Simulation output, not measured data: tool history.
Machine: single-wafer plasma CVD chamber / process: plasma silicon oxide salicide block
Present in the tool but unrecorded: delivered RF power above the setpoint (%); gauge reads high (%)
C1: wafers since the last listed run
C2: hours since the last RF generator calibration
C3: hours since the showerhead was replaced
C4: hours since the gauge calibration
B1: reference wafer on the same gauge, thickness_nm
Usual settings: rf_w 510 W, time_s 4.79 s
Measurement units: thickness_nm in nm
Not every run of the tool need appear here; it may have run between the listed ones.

run 1 hour=0.0 | rf_w=510 time_s=4.30 | C1=0 C2=1550.3 C3=4250.8 C4=970.2 | B1=54.901 | thickness_nm=40.953
run 2 hour=56.9 | rf_w=510 time_s=4.30 | C1=975 C2=1607.2 C3=4307.7 C4=1027.1 | B1=54.911 | thickness_nm=40.802
run 3 hour=90.5 | rf_w=510 time_s=4.79 | C1=576 C2=1640.8 C3=4341.3 C4=1060.7 | B1=54.863 | thickness_nm=45.390
run 4 hour=127.6 | rf_w=510 time_s=4.79 | C1=636 C2=1677.9 C3=4378.4 C4=1097.8 | B1=54.868 | thickness_nm=45.435
run 5 hour=164.5 | rf_w=510 time_s=4.79 | C1=632 C2=1714.8 C3=4415.3 C4=1134.7 | B1=54.913 | thickness_nm=45.372
run 6 hour=235.2 | rf_w=510 time_s=4.79 | C1=1212 C2=1785.5 C3=4486.0 C4=1205.4 | B1=54.943 | thickness_nm=45.618
run 7 hour=299.2 | rf_w=470 time_s=4.79 | C1=1097 C2=1849.5 C3=4550.0 C4=1269.4 | B1=54.907 | thickness_nm=44.323
run 8 hour=344.5 | rf_w=470 time_s=4.79 | C1=776 C2=1894.8 C3=4595.3 C4=1314.7 | B1=54.876 | thickness_nm=44.541
run 9 hour=410.9 | rf_w=510 time_s=4.79 | C1=1138 C2=1961.2 C3=4661.7 C4=1381.1 | B1=54.920 | thickness_nm=45.389
run 10 hour=452.1 | rf_w=510 time_s=4.79 | C1=706 C2=2002.4 C3=4702.9 C4=1422.3 | B1=54.902 | thickness_nm=45.217
run 11 hour=516.9 | rf_w=510 time_s=4.79 | C1=1110 C2=2067.2 C3=4767.7 C4=1487.1 | B1=54.888 | thickness_nm=45.091
run 12 hour=569.1 | rf_w=510 time_s=4.79 | C1=894 C2=2119.4 C3=4819.9 C4=1539.3 | B1=54.903 | thickness_nm=45.222
run 13 hour=602.6 | rf_w=450 time_s=5.32 | C1=574 C2=2152.9 C3=4853.4 C4=1572.8 | B1=54.900 | thickness_nm=49.099
run 14 hour=713.4 | rf_w=450 time_s=5.32 | C1=1899 C2=2263.7 C3=4964.2 C4=1683.6 | B1=54.888 | thickness_nm=48.946
run 15 hour=737.7 | rf_w=450 time_s=5.32 | C1=416 C2=2288.0 C3=4988.5 C4=1707.9 | B1=54.877 | thickness_nm=48.647
-- hour=739.5 gauge calibrated
-- hour=778.9 RF generator calibrated
run 16 hour=901.5 | rf_w=510 time_s=4.79 | C1=2671 C2=122.6 C3=5152.3 C4=162.0 | B1=54.899 | thickness_nm=45.808
run 17 hour=931.8 | rf_w=510 time_s=4.79 | C1=519 C2=152.9 C3=5182.6 C4=192.3 | B1=54.925 | thickness_nm=46.191
run 18 hour=966.7 | rf_w=440 time_s=4.79 | C1=598 C2=187.8 C3=5217.5 C4=227.2 | B1=54.927 | thickness_nm=44.511
run 19 hour=1000.6 | rf_w=455 time_s=4.07 | C1=581 C2=221.7 C3=5251.4 C4=261.1 | B1=54.861 | thickness_nm=38.187
run 20 hour=1115.3 | rf_w=550 time_s=4.40 | C1=1966 C2=336.4 C3=5366.1 C4=375.8 | B1=54.858 | thickness_nm=42.985
run 21 hour=1186.3 | rf_w=510 time_s=4.79 | C1=1217 C2=407.4 C3=5437.1 C4=446.8 | B1=54.871 | thickness_nm=45.976
run 22 hour=1243.5 | rf_w=540 time_s=4.79 | C1=980 C2=464.6 C3=5494.3 C4=504.0 | B1=54.883 | thickness_nm=46.371
run 23 hour=1299.5 | rf_w=535 time_s=3.92 | C1=960 C2=520.6 C3=5550.3 C4=560.0 | B1=54.897 | thickness_nm=38.041
run 24 hour=1332.6 | rf_w=540 time_s=5.45 | C1=567 C2=553.7 C3=5583.4 C4=593.1 | B1=54.874 | thickness_nm=52.664
run 25 hour=1398.9 | rf_w=510 time_s=4.79 | C1=1136 C2=620.0 C3=5649.7 C4=659.4 | B1=54.913 | thickness_nm=45.650
run 26 hour=1445.2 | rf_w=585 time_s=4.04 | C1=793 C2=666.3 C3=5696.0 C4=705.7 | B1=54.900 | thickness_nm=40.020
-- hour=1495.8 showerhead replaced
run 27 hour=1496.3 | rf_w=475 time_s=4.79 | C1=738 C2=717.4 C3=0.5 C4=756.8 | B1=54.893 | thickness_nm=44.941
run 28 hour=1557.1 | rf_w=510 time_s=5.68 | C1=1042 C2=778.2 C3=61.3 C4=817.6 | B1=54.883 | thickness_nm=54.385
run 29 hour=1592.8 | rf_w=550 time_s=4.40 | C1=612 C2=813.9 C3=97.0 C4=853.3 | B1=54.947 | thickness_nm=42.760
run 30 hour=1617.2 | rf_w=580 time_s=4.02 | C1=418 C2=838.3 C3=121.4 C4=877.7 | B1=54.891 | thickness_nm=39.428
run 31 hour=1668.4 | rf_w=435 time_s=4.79 | C1=877 C2=889.5 C3=172.6 C4=928.9 | B1=54.913 | thickness_nm=44.037
run 32 hour=1740.1 | rf_w=510 time_s=3.98 | C1=1229 C2=961.2 C3=244.3 C4=1000.6 | B1=54.896 | thickness_nm=37.825
run 33 hour=1776.7 | rf_w=420 time_s=4.48 | C1=627 C2=997.8 C3=280.9 C4=1037.2 | B1=54.957 | thickness_nm=40.907
run 34 hour=1844.0 | rf_w=510 time_s=4.79 | C1=1153 C2=1065.1 C3=348.2 C4=1104.5 | B1=54.914 | thickness_nm=45.461
run 35 hour=1899.8 | rf_w=510 time_s=4.79 | C1=956 C2=1120.9 C3=404.0 C4=1160.3 | B1=54.906 | thickness_nm=45.596
run 36 hour=1968.9 | rf_w=545 time_s=5.04 | C1=1184 C2=1190.0 C3=473.1 C4=1229.4 | B1=54.880 | thickness_nm=48.853

Take each entry between the runs: how does the hidden state at the last listed run before it differ from the hidden state at the first listed run after it?
From run 15 to run 16: gauge calibrated (hour 739.5); RF generator calibrated (hour 778.9)
  delivered RF power above the setpoint (%): -8.53 -> -1.01
  measured result minus the result with no hidden state, thickness_nm: -1.008 -> -0.108 nm
From run 26 to run 27: showerhead replaced (hour 1495.8)
  delivered RF power above the setpoint (%): -2.98 -> -3.16
  measured result minus the result with no hidden state, thickness_nm: -0.281 -> -0.336 nm
